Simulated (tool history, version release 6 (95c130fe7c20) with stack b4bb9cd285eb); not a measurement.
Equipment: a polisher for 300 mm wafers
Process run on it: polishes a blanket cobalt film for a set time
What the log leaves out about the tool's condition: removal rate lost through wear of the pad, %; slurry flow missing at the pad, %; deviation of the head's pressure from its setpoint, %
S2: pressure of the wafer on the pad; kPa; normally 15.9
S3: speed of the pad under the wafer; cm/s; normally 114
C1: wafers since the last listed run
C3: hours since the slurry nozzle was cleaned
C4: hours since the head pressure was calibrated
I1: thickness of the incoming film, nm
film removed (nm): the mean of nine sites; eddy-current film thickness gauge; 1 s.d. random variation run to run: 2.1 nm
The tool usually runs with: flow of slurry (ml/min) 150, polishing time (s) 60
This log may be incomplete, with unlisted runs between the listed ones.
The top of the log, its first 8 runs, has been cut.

{"day": 25.683, "done": "slurry nozzle cleaned"}
{"day": 25.992, "done": "worn pad replaced by a new one"}
{"run": 9, "day": 28.238, "flow of slurry (ml/min)": 150, "S2": 15.9, "S3": 114, "polishing time (s)": 60, "C1": 742, "wafers polished on this pad": 628, "C3": 61.3, "C4": 462.2, "I1": 1101.1, "film removed (nm)": 331.5}
{"run": 10, "day": 29.838, "flow of slurry (ml/min)": 150, "S2": 15.9, "S3": 114, "polishing time (s)": 60, "C1": 448, "wafers polished on this pad": 1077, "C3": 99.7, "C4": 500.6, "I1": 1096.5, "film removed (nm)": 326.3}
{"run": 11, "day": 32.162, "flow of slurry (ml/min)": 150, "S2": 15.9, "S3": 114, "polishing time (s)": 60, "C1": 651, "wafers polished on this pad": 1728, "C3": 155.5, "C4": 556.4, "I1": 1100.5, "film removed (nm)": 328.8}
{"run": 12, "day": 36.408, "flow of slurry (ml/min)": 150, "S2": 15.9, "S3": 114, "polishing time (s)": 60, "C1": 1189, "wafers polished on this pad": 2918, "C3": 257.4, "C4": 658.3, "I1": 1093.1, "film removed (nm)": 324.0}
{"run": 13, "day": 37.925, "flow of slurry (ml/min)": 150, "S2": 15.9, "S3": 114, "polishing time (s)": 60, "C1": 425, "wafers polished on this pad": 3343, "C3": 293.8, "C4": 694.7, "I1": 1114.1, "film removed (nm)": 324.3}
{"run": 14, "day": 41.483, "flow of slurry (ml/min)": 150, "S2": 15.9, "S3": 114, "polishing time (s)": 60, "C1": 997, "wafers polished on this pad": 4340, "C3": 379.2, "C4": 780.1, "I1": 1114.8, "film removed (nm)": 321.2}
{"day": 42.054, "done": "head pressure recalibrated"}
{"day": 45.004, "done": "slurry nozzle cleaned"}
{"run": 15, "day": 45.454, "flow of slurry (ml/min)": 150, "S2": 15.9, "S3": 114, "polishing time (s)": 60, "C1": 1077, "wafers polished on this pad": 5418, "C3": 10.8, "C4": 81.6, "I1": 1109.6, "film removed (nm)": 320.1}
{"day": 46.904, "done": "worn pad replaced by a new one"}
{"run": 16, "day": 48.412, "flow of slurry (ml/min)": 150, "S2": 15.9, "S3": 144, "polishing time (s)": 55, "C1": 782, "wafers polished on this pad": 422, "C3": 81.8, "C4": 152.6, "I1": 1120.4, "film removed (nm)": 379.6}
{"run": 17, "day": 51.746, "flow of slurry (ml/min)": 150, "S2": 15.9, "S3": 150, "polishing time (s)": 60, "C1": 934, "wafers polished on this pad": 1356, "C3": 161.8, "C4": 232.6, "I1": 1109.4, "film removed (nm)": 427.6}
{"run": 18, "day": 55.133, "flow of slurry (ml/min)": 150, "S2": 15.9, "S3": 114, "polishing time (s)": 60, "C1": 949, "wafers polished on this pad": 2306, "C3": 243.1, "C4": 313.9, "I1": 1117.0, "film removed (nm)": 330.6}
{"run": 19, "day": 57.908, "flow of slurry (ml/min)": 150, "S2": 15.9, "S3": 114, "polishing time (s)": 60, "C1": 777, "wafers polished on this pad": 3083, "C3": 309.7, "C4": 380.5, "I1": 1093.1, "film removed (nm)": 326.5}
{"run": 20, "day": 59.692, "flow of slurry (ml/min)": 150, "S2": 17.9, "S3": 140, "polishing time (s)": 76, "C1": 499, "wafers polished on this pad": 3583, "C3": 352.5, "C4": 423.3, "I1": 1113.4, "film removed (nm)": 574.7}
{"run": 21, "day": 62.662, "flow of slurry (ml/min)": 150, "S2": 15.9, "S3": 114, "polishing time (s)": 60, "C1": 832, "wafers polished on this pad": 4416, "C3": 423.8, "C4": 494.6, "I1": 1122.7, "film removed (nm)": 323.3}
{"day": 63.033, "done": "slurry nozzle cleaned"}
{"run": 22, "day": 64.833, "flow of slurry (ml/min)": 170, "S2": 17.2, "S3": 96, "polishing time (s)": 45, "C1": 596, "wafers polished on this pad": 5012, "C3": 43.2, "C4": 546.7, "I1": 1120.5, "film removed (nm)": 224.0}
{"day": 65.196, "done": "worn pad replaced by a new one"}
{"run": 23, "day": 68.858, "flow of slurry (ml/min)": 190, "S2": 15.9, "S3": 140, "polishing time (s)": 71, "C1": 1081, "wafers polished on this pad": 1026, "C3": 139.8, "C4": 643.3, "I1": 1094.8, "film removed (nm)": 500.0}
{"day": 69.371, "done": "head pressure recalibrated"}
{"run": 24, "day": 71.146, "flow of slurry (ml/min)": 150, "S2": 15.9, "S3": 114, "polishing time (s)": 70, "C1": 617, "wafers polished on this pad": 1644, "C3": 194.7, "C4": 42.6, "I1": 1095.6, "film removed (nm)": 382.5}
{"run": 25, "day": 81.225, "flow of slurry (ml/min)": 165, "S2": 21.4, "S3": 100, "polishing time (s)": 54, "C1": 2824, "wafers polished on this pad": 4469, "C3": 436.6, "C4": 284.5, "I1": 1113.9, "film removed (nm)": 346.4}
{"run": 26, "day": 83.308, "flow of slurry (ml/min)": 150, "S2": 15.9, "S3": 114, "polishing time (s)": 60, "C1": 583, "wafers polished on this pad": 5053, "C3": 486.6, "C4": 334.5, "I1": 1103.5, "film removed (nm)": 321.6}
{"day": 85.388, "done": "slurry nozzle cleaned"}
{"run": 27, "day": 87.467, "flow of slurry (ml/min)": 150, "S2": 15.9, "S3": 98, "polishing time (s)": 70, "C1": 1153, "wafers polished on this pad": 6206, "C3": 49.9, "C4": 434.3, "I1": 1126.2, "film removed (nm)": 319.6}
{"day": 89.071, "done": "worn pad replaced by a new one"}
{"run": 28, "day": 91.508, "flow of slurry (ml/min)": 125, "S2": 11.0, "S3": 114, "polishing time (s)": 69, "C1": 1085, "wafers polished on this pad": 683, "C3": 146.9, "C4": 531.3, "I1": 1114.1, "film removed (nm)": 253.7}
{"run": 29, "day": 94.629, "flow of slurry (ml/min)": 130, "S2": 12.4, "S3": 74, "polishing time (s)": 78, "C1": 874, "wafers polished on this pad": 1558, "C3": 221.8, "C4": 606.2, "I1": 1125.1, "film removed (nm)": 209.5}
{"run": 30, "day": 96.558, "flow of slurry (ml/min)": 170, "S2": 15.9, "S3": 114, "polishing time (s)": 60, "C1": 540, "wafers polished on this pad": 2098, "C3": 268.1, "C4": 652.5, "I1": 1103.8, "film removed (nm)": 334.6}
{"run": 31, "day": 100.946, "flow of slurry (ml/min)": 125, "S2": 17.2, "S3": 76, "polishing time (s)": 72, "C1": 1229, "wafers polished on this pad": 3328, "C3": 373.4, "C4": 757.8, "I1": 1096.6, "film removed (nm)": 272.0}
{"day": 103.354, "done": "head pressure recalibrated"}
{"run": 32, "day": 104.079, "flow of slurry (ml/min)": 110, "S2": 15.9, "S3": 150, "polishing time (s)": 60, "C1": 854, "wafers polished on this pad": 4183, "C3": 448.6, "C4": 17.4, "I1": 1130.0, "film removed (nm)": 395.6}

Predict each of these 3 candidate next runs independently; none follows another, all start after run 32:
{"run": "A", "day": 104.096, "flow of slurry (ml/min)": 150, "S2": 15.9, "S3": 114, "polishing time (s)": 60, "C1": 4, "wafers polished on this pad": 4187, "C3": 449.0, "C4": 17.8, "I1": 1104.8, "film removed (nm)": "?"}
{"run": "B", "day": 104.096, "flow of slurry (ml/min)": 105, "S2": 15.9, "S3": 114, "polishing time (s)": 60, "C1": 4, "wafers polished on this pad": 4187, "C3": 449.0, "C4": 17.8, "I1": 1104.8, "film removed (nm)": "?"}
{"run": "C", "day": 104.096, "flow of slurry (ml/min)": 120, "S2": 15.9, "S3": 90, "polishing time (s)": 60, "C1": 4, "wafers polished on this pad": 4187, "C3": 449.0, "C4": 17.8, "I1": 1104.8, "film removed (nm)": "?"}

run=A film_removed_(nm)=325.0
run=B film_removed_(nm)=298.7
run=C film_removed_(nm)=244.4
What these runs would have given with no unlogged condition in the tool:
run=A film_removed_(nm)=333.2
run=B film_removed_(nm)=306.3
run=C film_removed_(nm)=250.6
